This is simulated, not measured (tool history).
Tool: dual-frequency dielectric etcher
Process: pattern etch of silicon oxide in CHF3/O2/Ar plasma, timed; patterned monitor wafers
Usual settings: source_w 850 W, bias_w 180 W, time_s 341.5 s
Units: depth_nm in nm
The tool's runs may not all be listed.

| run | hour | source_w | bias_w | time_s | wafers since the last listed run | hours since the last wet clean | hours since the last source power generator calibration | hours since the last bias power generator calibration | hours since the last upper electrode change | hours since the gauge calibration | read-back reference wafer on the same gauge, depth_nm | depth_nm |
|---|---|---|---|---|---|---|---|---|---|---|---|---|
| 1 | 0 | 850 | 180 | 341.5 | 0 | 237.5 | 4025.7 | 3618.8 | 4309.7 | 350.4 | 741.3 | 656.7 |
| 2 | 31.1 | 850 | 180 | 341.5 | 94 | 268.6 | 4056.8 | 3649.9 | 4340.8 | 381.5 | 742.1 | 655.1 |
| 3 | 57.4 | 780 | 180 | 372 | 80 | 294.9 | 4083.1 | 3676.2 | 4367.1 | 407.8 | 742.1 | 672.8 |
| 4 | 78.9 | 850 | 180 | 341.5 | 65 | 316.4 | 4104.6 | 3697.7 | 4388.6 | 429.3 | 742.2 | 651.5 |
| 5 | 91.9 | 850 | 180 | 341.5 | 39 | 329.4 | 4117.6 | 3710.7 | 4401.6 | 442.3 | 740.9 | 651.6 |
| 6 | 119.5 | 850 | 180 | 341.5 | 84 | 357 | 4145.2 | 3738.3 | 4429.2 | 469.9 | 741.8 | 647.7 |
|  | 143.8 | wet clean of the chamber |
| 7 | 144.3 | 850 | 180 | 341.5 | 2 | 0.5 | 4170 | 3763.1 | 4454 | 494.7 | 741.1 | 666.5 |
| 8 | 159.9 | 850 | 180 | 341.5 | 47 | 16.1 | 4185.6 | 3778.7 | 4469.6 | 510.3 | 742 | 673.1 |
| 9 | 173.1 | 850 | 180 | 341.5 | 40 | 29.3 | 4198.8 | 3791.9 | 4482.8 | 523.5 | 740.6 | 668.3 |
| 10 | 187.4 | 850 | 180 | 341.5 | 43 | 43.6 | 4213.1 | 3806.2 | 4497.1 | 537.8 | 742 | 670.5 |
| 11 | 206.9 | 850 | 180 | 341.5 | 59 | 63.1 | 4232.6 | 3825.7 | 4516.6 | 557.3 | 741.4 | 671.2 |
| 12 | 223.9 | 850 | 180 | 341.5 | 51 | 80.1 | 4249.6 | 3842.7 | 4533.6 | 574.3 | 741.4 | 663.8 |
| 13 | 248.5 | 850 | 180 | 341.5 | 74 | 104.7 | 4274.2 | 3867.3 | 4558.2 | 598.9 | 740.3 | 662.4 |
| 14 | 278.1 | 850 | 180 | 341.5 | 90 | 134.3 | 4303.8 | 3896.9 | 4587.8 | 628.5 | 741.3 | 664.8 |
| 15 | 306.9 | 850 | 180 | 341.5 | 87 | 163.1 | 4332.6 | 3925.7 | 4616.6 | 657.3 | 741.8 | 662 |
|  | 313.9 | gauge calibrated |
| 16 | 376.4 | 770 | 158 | 274 | 211 | 232.6 | 4402.1 | 3995.2 | 4686.1 | 62.5 | 741.6 | 463.2 |
| 17 | 395.1 | 920 | 149 | 402.5 | 56 | 251.3 | 4420.8 | 4013.9 | 4704.8 | 81.2 | 742.5 | 741 |
|  | 414.6 | source power generator calibrated |
| 18 | 415.3 | 850 | 180 | 341.5 | 49 | 271.5 | 0.7 | 4034.1 | 4725 | 101.4 | 741.1 | 655.9 |
|  | 442.5 | upper electrode replaced |
| 19 | 443 | 850 | 180 | 341.5 | 11 | 299.2 | 28.4 | 4061.8 | 0.5 | 129.1 | 739.9 | 657 |
| 20 | 457.7 | 980 | 214 | 313.5 | 44 | 313.9 | 43.1 | 4076.5 | 15.2 | 143.8 | 740.5 | 713.6 |
| 21 | 473.3 | 940 | 203 | 311.5 | 47 | 329.5 | 58.7 | 4092.1 | 30.8 | 159.4 | 741.7 | 674.7 |
|  | 485.4 | bias power generator calibrated |
|  | 512 | wet clean of the chamber |
| 22 | 512.5 | 850 | 180 | 341.5 | 34 | 0.5 | 97.9 | 27.1 | 70 | 198.6 | 739.2 | 675.9 |
| 23 | 518.2 | 850 | 180 | 341.5 | 17 | 6.2 | 103.6 | 32.8 | 75.7 | 204.3 | 740.4 | 669.9 |
| 24 | 534 | 670 | 141 | 341.5 | 48 | 22 | 119.4 | 48.6 | 91.5 | 220.1 | 741.1 | 502.1 |
| 25 | 567.6 | 1010 | 164 | 414 | 102 | 55.6 | 153 | 82.2 | 125.1 | 253.7 | 742.5 | 860 |
| 26 | 600.6 | 850 | 180 | 341.5 | 100 | 88.6 | 186 | 115.2 | 158.1 | 286.7 | 740.9 | 668.6 |
| 27 | 620.1 | 940 | 206 | 429 | 59 | 108.1 | 205.5 | 134.7 | 177.6 | 306.2 | 741.5 | 942.2 |
| 28 | 641.3 | 960 | 165 | 301.5 | 64 | 129.3 | 226.7 | 155.9 | 198.8 | 327.4 | 741.4 | 605.5 |

Hidden state or all else? Some run-to-run changes of depth_nm, split into what the settings, what came in and random variation would give without the hidden state, and what is left for the hidden state (with any gauge scatter that isn't in both results):
The hidden state here: etch rate over this chamber's usual, %; source power that arrives over what is set, %; bias power that arrives over what is set, %; gauge reads high (%).
Run 6 -> 7: wet clean of the chamber. depth_nm +18.8 nm: hidden state +22.6, all else -3.8.
Run 21 -> 22: source_w 940 -> 850, bias_w 203 -> 180, time_s 311.5 -> 341.5, bias power generator calibrated, wet clean of the chamber. depth_nm +1.2 nm: hidden state +18.2, all else -17.
Run 24 -> 25: source_w 670 -> 1010, bias_w 141 -> 164, time_s 341.5 -> 414. depth_nm +357.9 nm: hidden state -3.6, all else +361.5.
Run 27 -> 28: source_w 940 -> 960, bias_w 206 -> 165, time_s 429 -> 301.5. depth_nm -336.7 nm: hidden state +2.5, all else -339.2.

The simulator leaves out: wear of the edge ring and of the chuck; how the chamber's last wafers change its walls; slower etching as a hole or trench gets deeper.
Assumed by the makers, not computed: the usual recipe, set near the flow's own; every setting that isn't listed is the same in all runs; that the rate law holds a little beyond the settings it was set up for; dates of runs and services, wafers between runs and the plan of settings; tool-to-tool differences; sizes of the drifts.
